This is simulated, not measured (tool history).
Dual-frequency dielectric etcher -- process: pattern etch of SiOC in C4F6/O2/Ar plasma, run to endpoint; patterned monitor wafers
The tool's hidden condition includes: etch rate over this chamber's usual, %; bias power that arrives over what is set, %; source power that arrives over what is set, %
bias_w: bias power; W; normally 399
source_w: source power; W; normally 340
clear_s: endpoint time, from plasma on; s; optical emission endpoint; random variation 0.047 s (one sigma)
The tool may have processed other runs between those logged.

run,hour,bias_w,source_w,wafers since the last listed run,hours since the last wet clean,hours since the last bias power generator calibration,hours since the last source power generator calibration,hours since the last upper electrode change,"incoming incoming film thickness, nm",clear_s
1,0.0,399,370,0,424.7,2240.2,760.9,1598.4,41.78,14.7
2,66.0,399,400,1239,490.7,2306.2,826.9,1664.4,41.66,14.0
3,115.5,399,400,929,540.2,2355.7,876.4,1713.9,41.86,14.0
# hour 156.3: wet clean of the chamber
4,195.0,399,340,1042,38.7,2435.2,955.9,1793.4,41.86,15.4
5,225.2,399,340,567,68.9,2465.4,986.1,1823.6,41.45,15.1
6,273.9,399,340,914,117.6,2514.1,1034.8,1872.3,42.26,15.4
7,332.2,399,340,1094,175.9,2572.4,1093.1,1930.6,42.19,15.2
8,367.1,399,340,655,210.8,2607.3,1128.0,1965.5,42.00,15.2
9,419.7,399,340,987,263.4,2659.9,1180.6,2018.1,41.67,15.0
10,464.8,338,340,846,308.5,2705.0,1225.7,2063.2,42.03,15.7
11,647.7,399,310,3434,491.4,2887.9,1408.6,2246.1,41.95,15.3
# hour 715.4: upper electrode replaced
# hour 721.9: wet clean of the chamber
12,748.9,456,370,1327,27.0,2989.1,1509.8,33.5,41.97,14.2
# hour 796.8: source power generator calibrated
13,797.3,399,400,833,75.4,3037.5,0.5,81.9,41.75,14.6
14,841.2,427,270,824,119.3,3081.4,44.4,125.8,41.90,16.8
15,880.5,427,270,737,158.6,3120.7,83.7,165.1,41.77,16.8
# hour 903.6: bias power generator calibrated
16,922.5,459,270,713,200.6,18.9,125.7,207.1,41.70,16.3
17,961.3,445,390,728,239.4,57.7,164.5,245.9,41.31,14.0
18,1023.0,399,340,1158,301.1,119.4,226.2,307.6,42.16,15.6
19,1065.7,325,290,801,343.8,162.1,268.9,350.3,42.12,17.4
20,1129.9,494,410,1205,408.0,226.3,333.1,414.5,41.36,13.2
21,1193.0,318,410,1184,471.1,289.4,396.2,477.6,41.73,14.9
# hour 1219.1: wet clean of the chamber
22,1231.1,347,360,264,12.0,327.5,434.3,515.7,42.17,16.0

Measured result minus the same run's result without the hidden state. Both carry the same run-to-run variation, though not necessarily the same gauge scatter:
run,clear_s
1,-0.4
2,-0.5
3,-0.6
4,-0.3
5,-0.3
6,-0.4
7,-0.5
8,-0.5
9,-0.5
10,-0.6
11,-0.9
12,-0.3
13,+0.0
14,+0.0
15,+0.0
16,-0.1
17,-0.1
18,-0.2
19,-0.3
20,-0.2
21,-0.4
22,+0.1
